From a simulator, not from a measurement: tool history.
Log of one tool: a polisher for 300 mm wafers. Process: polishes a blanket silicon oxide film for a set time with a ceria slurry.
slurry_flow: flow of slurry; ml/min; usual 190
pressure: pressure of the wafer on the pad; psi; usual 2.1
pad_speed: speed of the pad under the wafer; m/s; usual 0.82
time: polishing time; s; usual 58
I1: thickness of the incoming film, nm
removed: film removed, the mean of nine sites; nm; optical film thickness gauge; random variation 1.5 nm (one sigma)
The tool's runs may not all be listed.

run 1 hour=0 | slurry_flow=190 pressure=2.1 pad_speed=0.7 time=58 | I1=1690.8 | removed=114.2
run 2 hour=33.1 | slurry_flow=165 pressure=2.1 pad_speed=0.82 time=58 | I1=1709.9 | removed=128.5
run 3 hour=50.5 | slurry_flow=165 pressure=2.1 pad_speed=0.82 time=58 | I1=1692.8 | removed=128.6
run 4 hour=76 | slurry_flow=190 pressure=2.1 pad_speed=0.74 time=58 | I1=1717.8 | removed=117.6
run 5 hour=102.9 | slurry_flow=190 pressure=2.1 pad_speed=0.74 time=58 | I1=1671.4 | removed=118.3
-- hour=111.5 worn pad replaced by a new one
run 6 hour=138.6 | slurry_flow=190 pressure=2.1 pad_speed=0.74 time=58 | I1=1685.3 | removed=117.2
-- hour=174.6 slurry nozzle cleaned
run 7 hour=175.1 | slurry_flow=190 pressure=1.8 pad_speed=0.82 time=58 | I1=1701.4 | removed=116.3
run 8 hour=207.9 | slurry_flow=190 pressure=1.8 pad_speed=0.82 time=58 | I1=1683.1 | removed=116.6
-- hour=217.6 worn pad replaced by a new one
run 9 hour=242.2 | slurry_flow=190 pressure=1.8 pad_speed=0.82 time=58 | I1=1701.1 | removed=116.9
run 10 hour=268.6 | slurry_flow=190 pressure=2.1 pad_speed=0.82 time=68 | I1=1695.2 | removed=158.1
run 11 hour=299.2 | slurry_flow=190 pressure=2.1 pad_speed=0.82 time=58 | I1=1690.7 | removed=136.8
run 12 hour=318.7 | slurry_flow=190 pressure=2.1 pad_speed=0.82 time=68 | I1=1692.1 | removed=157.2

Forecast run 13:
-- hour=327 worn pad replaced by a new one
-- hour=333.3 head pressure recalibrated
run 13 hour=339.3 | slurry_flow=190 pressure=2.1 pad_speed=0.56 time=58 | I1=1703.7 | removed=?

removed: 83.1 nm
Without the tool's hidden state the same run would have given removed 83.6 nm.

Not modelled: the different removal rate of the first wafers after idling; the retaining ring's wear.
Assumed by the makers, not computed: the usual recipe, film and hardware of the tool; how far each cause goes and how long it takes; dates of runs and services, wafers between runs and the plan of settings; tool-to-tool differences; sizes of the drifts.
